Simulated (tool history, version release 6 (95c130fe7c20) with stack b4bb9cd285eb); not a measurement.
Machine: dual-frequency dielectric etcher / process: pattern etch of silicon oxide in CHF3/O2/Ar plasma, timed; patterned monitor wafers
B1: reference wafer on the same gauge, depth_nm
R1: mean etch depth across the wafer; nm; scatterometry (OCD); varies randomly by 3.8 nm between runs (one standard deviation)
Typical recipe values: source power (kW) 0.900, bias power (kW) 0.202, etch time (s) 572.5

run 1 day=0.000 | source_power_(kW)=0.900 bias_power_(kW)=0.226 etch_time_(s)=572.5 | B1=1389.8 | R1=1375.5
run 2 day=1.429 | source_power_(kW)=0.770 bias_power_(kW)=0.202 etch_time_(s)=572.5 | B1=1390.7 | R1=1221.9
run 3 day=2.546 | source_power_(kW)=0.900 bias_power_(kW)=0.202 etch_time_(s)=665.5 | B1=1390.0 | R1=1546.0
run 4 day=3.225 | source_power_(kW)=0.900 bias_power_(kW)=0.202 etch_time_(s)=665.5 | B1=1390.5 | R1=1536.6
run 5 day=4.471 | source_power_(kW)=0.900 bias_power_(kW)=0.202 etch_time_(s)=665.5 | B1=1389.6 | R1=1535.7
-- day=6.212 wet clean of the chamber
run 6 day=6.233 | source_power_(kW)=0.850 bias_power_(kW)=0.202 etch_time_(s)=618.5 | B1=1389.7 | R1=1436.1
-- day=6.883 source power generator calibrated
-- day=7.183 bias power generator calibrated
run 7 day=7.288 | source_power_(kW)=0.850 bias_power_(kW)=0.202 etch_time_(s)=618.5 | B1=1391.0 | R1=1435.5
run 8 day=8.738 | source_power_(kW)=0.900 bias_power_(kW)=0.202 etch_time_(s)=572.5 | B1=1390.8 | R1=1357.3
-- day=9.817 upper electrode replaced
run 9 day=9.838 | source_power_(kW)=1.070 bias_power_(kW)=0.236 etch_time_(s)=687.5 | B1=1390.6 | R1=1864.1
run 10 day=10.358 | source_power_(kW)=0.830 bias_power_(kW)=0.239 etch_time_(s)=572.5 | B1=1390.0 | R1=1371.6
run 11 day=11.504 | source_power_(kW)=0.800 bias_power_(kW)=0.183 etch_time_(s)=680.5 | B1=1392.5 | R1=1474.1
run 12 day=12.208 | source_power_(kW)=0.900 bias_power_(kW)=0.231 etch_time_(s)=572.5 | B1=1391.7 | R1=1409.1
-- day=15.442 gauge calibrated
run 13 day=16.654 | source_power_(kW)=0.900 bias_power_(kW)=0.202 etch_time_(s)=665.5 | B1=1391.2 | R1=1551.1
run 14 day=17.979 | source_power_(kW)=1.050 bias_power_(kW)=0.202 etch_time_(s)=410.0 | B1=1392.0 | R1=1032.8
run 15 day=18.500 | source_power_(kW)=0.960 bias_power_(kW)=0.168 etch_time_(s)=572.5 | B1=1389.8 | R1=1305.9
run 16 day=19.204 | source_power_(kW)=0.750 bias_power_(kW)=0.202 etch_time_(s)=644.5 | B1=1391.3 | R1=1356.6
run 17 day=19.733 | source_power_(kW)=0.900 bias_power_(kW)=0.202 etch_time_(s)=633.5 | B1=1391.1 | R1=1469.0

Each row is a separate what-if for the run after 17, all from the same tool condition, not one after another. Results?
run A day=19.758 | source_power_(kW)=1.010 bias_power_(kW)=0.202 etch_time_(s)=572.5 | B1=? | R1=?
run B day=19.758 | source_power_(kW)=1.100 bias_power_(kW)=0.202 etch_time_(s)=445.5 | B1=? | R1=?
run C day=19.758 | source_power_(kW)=0.900 bias_power_(kW)=0.228 etch_time_(s)=645.0 | B1=? | R1=?
run D day=19.758 | source_power_(kW)=0.900 bias_power_(kW)=0.163 etch_time_(s)=463.5 | B1=? | R1=?

run=A B1=1390.0 R1=1411.2
run=B B1=1390.0 R1=1145.8
run=C B1=1390.0 R1=1555.1
run=D B1=1390.0 R1=1012.2
The same runs, with their run-to-run variation unchanged, on a tool lacking any hidden condition would have given:
run=A R1=1454.6
run=B R1=1181.0
run=C R1=1602.9
run=D R1=1043.3

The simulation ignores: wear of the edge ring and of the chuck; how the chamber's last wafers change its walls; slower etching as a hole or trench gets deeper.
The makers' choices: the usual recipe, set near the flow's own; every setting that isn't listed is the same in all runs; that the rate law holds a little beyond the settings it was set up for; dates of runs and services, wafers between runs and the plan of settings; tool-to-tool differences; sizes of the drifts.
